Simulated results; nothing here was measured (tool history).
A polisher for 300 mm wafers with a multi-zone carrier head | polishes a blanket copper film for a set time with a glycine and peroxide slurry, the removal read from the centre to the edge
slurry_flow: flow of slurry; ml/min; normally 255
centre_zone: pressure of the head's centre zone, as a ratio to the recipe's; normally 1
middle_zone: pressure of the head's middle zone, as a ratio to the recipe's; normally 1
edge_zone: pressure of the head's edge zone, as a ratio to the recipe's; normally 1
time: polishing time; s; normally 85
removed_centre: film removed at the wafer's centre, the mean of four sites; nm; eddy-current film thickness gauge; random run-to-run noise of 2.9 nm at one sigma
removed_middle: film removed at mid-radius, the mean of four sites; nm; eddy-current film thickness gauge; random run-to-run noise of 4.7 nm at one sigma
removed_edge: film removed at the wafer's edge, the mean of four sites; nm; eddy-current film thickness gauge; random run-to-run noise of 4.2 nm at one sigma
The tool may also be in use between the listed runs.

| run | hour | slurry_flow | centre_zone | middle_zone | edge_zone | time | wafers since the last listed run | wafers polished on this pad | hours since the slurry nozzle was cleaned | hours since the centre zone pressure was calibrated | hours since the edge zone pressure was calibrated | hours since the carrier head's membrane was replaced | incoming thickness of the incoming film, nm | removed_centre | removed_middle | removed_edge |
|---|---|---|---|---|---|---|---|---|---|---|---|---|---|---|---|---|
| 1 | 0 | 300 | 1 | 1 | 1 | 85 | 0 | 1132 | 224.3 | 184.2 | 750.1 | 935 | 2366.4 | 428.8 | 423.3 | 428.2 |
| 2 | 61.3 | 300 | 1 | 1 | 1 | 85 | 693 | 1825 | 285.6 | 245.5 | 811.4 | 996.3 | 2357.2 | 424.9 | 426.8 | 421.6 |
|  | 114.7 | worn pad replaced by a new one |
| 3 | 115.2 | 300 | 1 | 1 | 1 | 85 | 564 | 5 | 339.5 | 299.4 | 865.3 | 1050.2 | 2355.7 | 451.4 | 439.1 | 435.3 |
| 4 | 147.6 | 255 | 1 | 1 | 1 | 105 | 366 | 372 | 371.9 | 331.8 | 897.7 | 1082.6 | 2399.8 | 538.7 | 519.1 | 521.3 |
| 5 | 210.8 | 255 | 1 | 1 | 1 | 85 | 714 | 1086 | 435.1 | 395 | 960.9 | 1145.8 | 2405.8 | 424.3 | 410.7 | 419.2 |
| 6 | 241.9 | 255 | 1 | 1 | 1 | 85 | 351 | 1438 | 466.2 | 426.1 | 992 | 1176.9 | 2327.2 | 422.9 | 421.3 | 419.6 |
| 7 | 306.3 | 255 | 1 | 1 | 1 | 85 | 728 | 2166 | 530.6 | 490.5 | 1056.4 | 1241.3 | 2372 | 433.2 | 409.6 | 415.9 |
| 8 | 339.9 | 255 | 1 | 1 | 1 | 85 | 379 | 2546 | 564.2 | 524.1 | 1090 | 1274.9 | 2356.4 | 432.4 | 400.5 | 412.1 |
|  | 354.2 | worn pad replaced by a new one |
| 9 | 398.2 | 255 | 1 | 1 | 1 | 85 | 614 | 497 | 622.5 | 582.4 | 1148.3 | 1333.2 | 2360.7 | 448.7 | 419.2 | 431.8 |
| 10 | 428.9 | 255 | 1.09 | 1 | 1 | 85 | 347 | 844 | 653.2 | 613.1 | 1179 | 1363.9 | 2367.2 | 487.5 | 416.3 | 421.5 |
|  | 461.8 | centre zone pressure recalibrated |
| 11 | 480.3 | 255 | 1 | 1 | 1 | 85 | 558 | 1403 | 704.6 | 18.5 | 1230.4 | 1415.3 | 2355 | 416.2 | 418.6 | 417.2 |
|  | 506.6 | edge zone pressure recalibrated |
| 12 | 507.8 | 255 | 1 | 1 | 1 | 85 | 288 | 1691 | 732.1 | 46 | 1.2 | 1442.8 | 2395 | 411.3 | 411.4 | 419 |
|  | 514.7 | slurry nozzle cleaned |
|  | 545.3 | worn pad replaced by a new one |
| 13 | 563.9 | 255 | 1 | 1 | 1 | 85 | 577 | 210 | 49.2 | 102.1 | 57.3 | 1498.9 | 2371.3 | 425 | 428.8 | 427.6 |
| 14 | 595.4 | 190 | 1 | 1 | 1 | 85 | 356 | 566 | 80.7 | 133.6 | 88.8 | 1530.4 | 2333.1 | 397.4 | 402.7 | 410.7 |
| 15 | 652.4 | 255 | 1 | 1 | 1 | 85 | 644 | 1211 | 137.7 | 190.6 | 145.8 | 1587.4 | 2343.6 | 414.4 | 412.7 | 415.8 |
| 16 | 685.6 | 255 | 1 | 1 | 1 | 94 | 375 | 1586 | 170.9 | 223.8 | 179 | 1620.6 | 2398 | 456.8 | 455.3 | 457.5 |
|  | 698.9 | carrier head's membrane replaced by a new one |
|  | 729.5 | worn pad replaced by a new one |
| 17 | 893.5 | 230 | 0.89 | 1 | 1.09 | 103 | 2249 | 1854 | 378.8 | 431.7 | 386.9 | 194.6 | 2356.5 | 445.8 | 484.3 | 510.2 |
| 18 | 963.9 | 255 | 1.08 | 1 | 1 | 108 | 796 | 2651 | 449.2 | 502.1 | 457.3 | 265 | 2358.3 | 588.8 | 526.6 | 522.4 |
|  | 969.5 | worn pad replaced by a new one |
| 19 | 1012.5 | 255 | 0.92 | 0.96 | 1.08 | 112 | 504 | 486 | 497.8 | 550.7 | 505.9 | 313.6 | 2374.6 | 543.3 | 546.9 | 576.6 |
| 20 | 1044.2 | 215 | 0.97 | 1 | 1 | 85 | 358 | 845 | 529.5 | 582.4 | 537.6 | 345.3 | 2320.3 | 419.5 | 412.3 | 412.2 |

Alternative continuations, all from the tool just after run 20; predict every row:
| A | 1044.7 | 255 | 1 | 1 | 1 | 76 | 5 | 850 | 530 | 582.9 | 538.1 | 345.8 | 2391.9 | ? | ? | ? |
| B | 1044.7 | 315 | 1.07 | 1.09 | 1.11 | 85 | 5 | 850 | 530 | 582.9 | 538.1 | 345.8 | 2391.9 | ? | ? | ? |
| C | 1044.7 | 225 | 0.97 | 1 | 1 | 93 | 5 | 850 | 530 | 582.9 | 538.1 | 345.8 | 2391.9 | ? | ? | ? |
| D | 1044.7 | 255 | 1.06 | 0.94 | 1 | 85 | 5 | 850 | 530 | 582.9 | 538.1 | 345.8 | 2391.9 | ? | ? | ? |

| run | removed_centre | removed_middle | removed_edge |
|---|---|---|---|
| A | 398.1 | 378.9 | 378.6 |
| B | 488.3 | 461.9 | 453.4 |
| C | 464.1 | 456 | 457.5 |
| D | 471.1 | 405.1 | 423.7 |
What these runs would have given with no unlogged condition in the tool:
| run | removed_centre | removed_middle | removed_edge |
|---|---|---|---|
| A | 389.3 | 392.7 | 392.3 |
| B | 477.7 | 478.8 | 469.8 |
| C | 453.8 | 472.6 | 474 |
| D | 460.8 | 419.9 | 439 |
